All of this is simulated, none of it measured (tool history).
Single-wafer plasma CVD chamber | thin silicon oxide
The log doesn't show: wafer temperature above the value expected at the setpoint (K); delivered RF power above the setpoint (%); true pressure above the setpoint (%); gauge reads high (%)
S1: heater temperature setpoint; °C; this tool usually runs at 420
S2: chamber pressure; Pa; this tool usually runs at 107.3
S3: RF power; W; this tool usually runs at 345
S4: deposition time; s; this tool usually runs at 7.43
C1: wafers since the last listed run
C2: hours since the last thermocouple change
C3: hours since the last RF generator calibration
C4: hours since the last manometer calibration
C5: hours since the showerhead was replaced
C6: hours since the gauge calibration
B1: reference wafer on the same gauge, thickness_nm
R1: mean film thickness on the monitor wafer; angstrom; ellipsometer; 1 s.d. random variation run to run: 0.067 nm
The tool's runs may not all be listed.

{"run": 1, "hour": 0.0, "S1": 420, "S2": 107.3, "S3": 345, "S4": 7.43, "C1": 0, "C2": 2166.7, "C3": 1681.7, "C4": 1977.4, "C5": 7321.8, "C6": 598.4, "B1": 13.484, "R1": 143.7}
{"run": 2, "hour": 53.6, "S1": 420, "S2": 107.3, "S3": 345, "S4": 7.43, "C1": 2001, "C2": 2220.3, "C3": 1735.3, "C4": 2031, "C5": 7375.4, "C6": 652, "B1": 13.496, "R1": 143.17}
{"run": 3, "hour": 101.0, "S1": 420, "S2": 107.3, "S3": 345, "S4": 7.43, "C1": 1769, "C2": 2267.7, "C3": 1782.7, "C4": 2078.4, "C5": 7422.8, "C6": 699.4, "B1": 13.502, "R1": 142.28}
{"hour": 161.5, "done": "gauge calibrated"}
{"run": 4, "hour": 203.5, "S1": 420, "S2": 107.3, "S3": 345, "S4": 7.43, "C1": 3826, "C2": 2370.2, "C3": 1885.2, "C4": 2180.9, "C5": 7525.3, "C6": 42, "B1": 13.5, "R1": 141.27}
{"run": 5, "hour": 245.0, "S1": 420, "S2": 107.3, "S3": 345, "S4": 7.43, "C1": 1549, "C2": 2411.7, "C3": 1926.7, "C4": 2222.4, "C5": 7566.8, "C6": 83.5, "B1": 13.516, "R1": 142.58}
{"run": 6, "hour": 341.1, "S1": 420, "S2": 107.3, "S3": 345, "S4": 7.43, "C1": 3587, "C2": 2507.8, "C3": 2022.8, "C4": 2318.5, "C5": 7662.9, "C6": 179.6, "B1": 13.502, "R1": 141.55}
{"run": 7, "hour": 393.7, "S1": 420, "S2": 107.3, "S3": 345, "S4": 7.43, "C1": 1963, "C2": 2560.4, "C3": 2075.4, "C4": 2371.1, "C5": 7715.5, "C6": 232.2, "B1": 13.513, "R1": 140.79}
{"run": 8, "hour": 462.8, "S1": 420, "S2": 107.3, "S3": 345, "S4": 7.43, "C1": 2579, "C2": 2629.5, "C3": 2144.5, "C4": 2440.2, "C5": 7784.6, "C6": 301.3, "B1": 13.503, "R1": 141.7}
{"run": 9, "hour": 560.4, "S1": 420, "S2": 107.3, "S3": 345, "S4": 7.43, "C1": 3643, "C2": 2727.1, "C3": 2242.1, "C4": 2537.8, "C5": 7882.2, "C6": 398.9, "B1": 13.494, "R1": 140.01}
{"run": 10, "hour": 624.7, "S1": 420, "S2": 107.3, "S3": 345, "S4": 7.43, "C1": 2400, "C2": 2791.4, "C3": 2306.4, "C4": 2602.1, "C5": 7946.5, "C6": 463.2, "B1": 13.499, "R1": 140.27}
{"run": 11, "hour": 712.0, "S1": 420, "S2": 124.5, "S3": 345, "S4": 8.83, "C1": 3259, "C2": 2878.7, "C3": 2393.7, "C4": 2689.4, "C5": 8033.8, "C6": 550.5, "B1": 13.502, "R1": 189.27}
{"hour": 768.8, "done": "thermocouple changed; heater temperature recalibrated"}
{"run": 12, "hour": 791.4, "S1": 420, "S2": 107.3, "S3": 345, "S4": 7.43, "C1": 2665, "C2": 22.6, "C3": 2473.1, "C4": 2768.8, "C5": 8113.2, "C6": 629.9, "B1": 13.49, "R1": 138.59}
{"hour": 832.0, "done": "showerhead replaced"}
{"hour": 873.3, "done": "capacitance manometer re-zeroed and calibrated"}
{"run": 13, "hour": 881.2, "S1": 420, "S2": 124.5, "S3": 345, "S4": 8.83, "C1": 2755, "C2": 112.4, "C3": 2562.9, "C4": 7.9, "C5": 49.2, "C6": 719.7, "B1": 13.502, "R1": 200.23}
{"hour": 898.3, "done": "RF generator calibrated"}
{"hour": 922.1, "done": "gauge calibrated"}
{"run": 14, "hour": 969.3, "S1": 420, "S2": 96.7, "S3": 380, "S4": 7.43, "C1": 2990, "C2": 200.5, "C3": 71, "C4": 96, "C5": 137.3, "C6": 47.2, "B1": 13.523, "R1": 136.24}
{"run": 15, "hour": 1113.5, "S1": 412, "S2": 107.3, "S3": 345, "S4": 7.43, "C1": 5383, "C2": 344.7, "C3": 215.2, "C4": 240.2, "C5": 281.5, "C6": 191.4, "B1": 13.48, "R1": 147.82}
{"run": 16, "hour": 1174.3, "S1": 420, "S2": 107.3, "S3": 390, "S4": 8.18, "C1": 2270, "C2": 405.5, "C3": 276, "C4": 301, "C5": 342.3, "C6": 252.2, "B1": 13.493, "R1": 169.17}
{"run": 17, "hour": 1239.7, "S1": 420, "S2": 98.4, "S3": 345, "S4": 6.96, "C1": 2441, "C2": 470.9, "C3": 341.4, "C4": 366.4, "C5": 407.7, "C6": 317.6, "B1": 13.514, "R1": 126.7}
{"run": 18, "hour": 1288.9, "S1": 430, "S2": 107.3, "S3": 345, "S4": 8.34, "C1": 1836, "C2": 520.1, "C3": 390.6, "C4": 415.6, "C5": 456.9, "C6": 366.8, "B1": 13.504, "R1": 162.95}
{"run": 19, "hour": 1336.1, "S1": 430, "S2": 107.3, "S3": 345, "S4": 8.34, "C1": 1762, "C2": 567.3, "C3": 437.8, "C4": 462.8, "C5": 504.1, "C6": 414, "B1": 13.5, "R1": 164.18}

Here are 3 independent what-if runs from the current tool condition. What would each one return?
{"run": "A", "hour": 1336.5, "S1": 420, "S2": 96, "S3": 345, "S4": 7.43, "C1": 14, "C2": 567.7, "C3": 438.2, "C4": 463.2, "C5": 504.5, "C6": 414.4, "B1": "?", "R1": "?"}
{"run": "B", "hour": 1336.5, "S1": 427, "S2": 107.3, "S3": 345, "S4": 7.43, "C1": 14, "C2": 567.7, "C3": 438.2, "C4": 463.2, "C5": 504.5, "C6": 414.4, "B1": "?", "R1": "?"}
{"run": "C", "hour": 1336.5, "S1": 420, "S2": 122.9, "S3": 280, "S4": 7.43, "C1": 14, "C2": 567.7, "C3": 438.2, "C4": 463.2, "C5": 504.5, "C6": 414.4, "B1": "?", "R1": "?"}

run=A B1=13.485 R1=131.55
run=B B1=13.485 R1=146.66
run=C B1=13.485 R1=153.79
Without the tool's unlogged condition, the same runs would have read:
run=A R1=132.17
run=B R1=147.31
run=C R1=154.38
